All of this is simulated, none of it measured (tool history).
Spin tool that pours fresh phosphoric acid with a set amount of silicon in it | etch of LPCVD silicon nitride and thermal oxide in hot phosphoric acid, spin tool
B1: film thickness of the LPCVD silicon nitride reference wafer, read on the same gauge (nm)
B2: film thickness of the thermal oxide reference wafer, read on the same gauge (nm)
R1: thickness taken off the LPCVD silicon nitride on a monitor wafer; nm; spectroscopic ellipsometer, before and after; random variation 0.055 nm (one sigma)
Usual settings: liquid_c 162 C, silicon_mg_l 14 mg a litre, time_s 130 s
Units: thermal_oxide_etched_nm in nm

Run 1, day 0: usual settings but liquid_c 159.5 C, time_s 100 s; B1 150; B2 109.993. Result: R1 7.44 nm, thermal_oxide_etched_nm 0.164 nm.
At day 0.467: thermometer replaced.
Run 2, day 1.925: usual settings but liquid_c 159.5 C, time_s 100 s; B1 149.99; B2 110.007. Result: R1 7.33 nm, thermal_oxide_etched_nm 0.214 nm.
Run 3, day 4.792: usual settings but liquid_c 164 C; B1 150; B2 109.993. Result: R1 11.05 nm, thermal_oxide_etched_nm 0.322 nm.
Run 4, day 6.154: usual settings but liquid_c 164 C; B1 149.99; B2 109.996. Result: R1 11.11 nm, thermal_oxide_etched_nm 0.407 nm.
Run 5, day 8.304: usual settings but liquid_c 159.5 C, silicon_mg_l 6.5 mg a litre, time_s 105 s; B1 149.99; B2 110.012. Result: R1 7.66 nm, thermal_oxide_etched_nm 0.248 nm.
Run 6, day 9.458: usual settings but liquid_c 159.5 C, time_s 100 s; B1 150.05; B2 110.008. Result: R1 7.32 nm, thermal_oxide_etched_nm 0.2 nm.
Run 7, day 11.467: usual settings but liquid_c 159.5 C, silicon_mg_l 8.5 mg a litre, time_s 65 s; B1 149.97; B2 109.995. Result: R1 4.77 nm, thermal_oxide_etched_nm 0.146 nm.
Run 8, day 12.921: usual settings but silicon_mg_l 9 mg a litre, time_s 155 s; B1 150; B2 109.991. Result: R1 12.19 nm, thermal_oxide_etched_nm 0.468 nm.
At day 13.992: gauge calibrated.
Run 9, day 14.492: usual settings but silicon_mg_l 9 mg a litre, time_s 155 s; B1 150.03; B2 110.005. Result: R1 12.28 nm, thermal_oxide_etched_nm 0.461 nm.
Run 10, day 17.412: usual settings but liquid_c 163 C, silicon_mg_l 23.5 mg a litre, time_s 65 s; B1 150; B2 109.989. Result: R1 5.32 nm, thermal_oxide_etched_nm 0.125 nm.
Run 11, day 19.621: usual settings but silicon_mg_l 8.5 mg a litre; B1 150.02; B2 110.01. Result: R1 10.28 nm, thermal_oxide_etched_nm 0.351 nm.
At day 21.317: dissolved silicon flow meter replaced.
Run 12, day 21.512: usual settings; B1 149.99; B2 110.014. Result: R1 10.34 nm, thermal_oxide_etched_nm 0.289 nm.
Run 13, day 24.229: usual settings but liquid_c 161 C, silicon_mg_l 7.5 mg a litre, time_s 60 s; B1 150.03; B2 110. Result: R1 4.55 nm, thermal_oxide_etched_nm 0.167 nm.
Run 14, day 26.942: usual settings but silicon_mg_l 23.5 mg a litre, time_s 90 s; B1 150; B2 109.996. Result: R1 7.1 nm, thermal_oxide_etched_nm 0.157 nm.
Run 15, day 29.246: usual settings but time_s 70 s; B1 150.01; B2 109.993. Result: R1 5.47 nm, thermal_oxide_etched_nm 0.161 nm.
Run 16, day 30.388: usual settings; B1 150.05; B2 110.024. Result: R1 10.31 nm, thermal_oxide_etched_nm 0.302 nm.
Run 17, day 33.079: usual settings but silicon_mg_l 9.5 mg a litre, time_s 170 s; B1 149.99; B2 109.991. Result: R1 13.34 nm, thermal_oxide_etched_nm 0.449 nm.
Run 18, day 35.783: usual settings but silicon_mg_l 20.5 mg a litre, time_s 190 s; B1 149.96; B2 109.997. Result: R1 14.87 nm, thermal_oxide_etched_nm 0.356 nm.
Run 19, day 38.471: usual settings; B1 150.03; B2 110. Result: R1 10.19 nm, thermal_oxide_etched_nm 0.357 nm.
Run 20, day 44.829: usual settings but liquid_c 164 C, silicon_mg_l 5 mg a litre, time_s 180 s; B1 150.06; B2 110.01. Result: R1 15.11 nm, thermal_oxide_etched_nm 0.599 nm.
Run 21, day 46.646: usual settings but liquid_c 161 C, silicon_mg_l 11 mg a litre; B1 149.99; B2 110.005. Result: R1 9.86 nm, thermal_oxide_etched_nm 0.266 nm.
Run 22, day 48.912: usual settings but liquid_c 163.5 C, silicon_mg_l 4.5 mg a litre; B1 150.02; B2 110.013. Result: R1 10.66 nm, thermal_oxide_etched_nm 0.417 nm.

The same runs without the tool's hidden state, with the same run-to-run variation:
The hidden state here: liquid hotter than its thermometer reads (K); dissolved silicon flow above the setpoint (%); temperature lost on the way to the wafer (K); gauge reads high (%).
run     R1
  1   7.22
  2   7.34
  3  11.08
  4  11.14
  5   7.69
  6   7.35
  7   4.79
  8  12.25
  9  12.35
 10   5.36
 11  10.36
 12  10.41
 13   4.59
 14   7.17
 15   5.52
 16  10.41
 17  13.48
 18  15.05
 19  10.32
 20  15.32
 21  10.01
 22  10.83
thermal_oxide_etched_nm: within 0.018 nm of the measured result in every run.

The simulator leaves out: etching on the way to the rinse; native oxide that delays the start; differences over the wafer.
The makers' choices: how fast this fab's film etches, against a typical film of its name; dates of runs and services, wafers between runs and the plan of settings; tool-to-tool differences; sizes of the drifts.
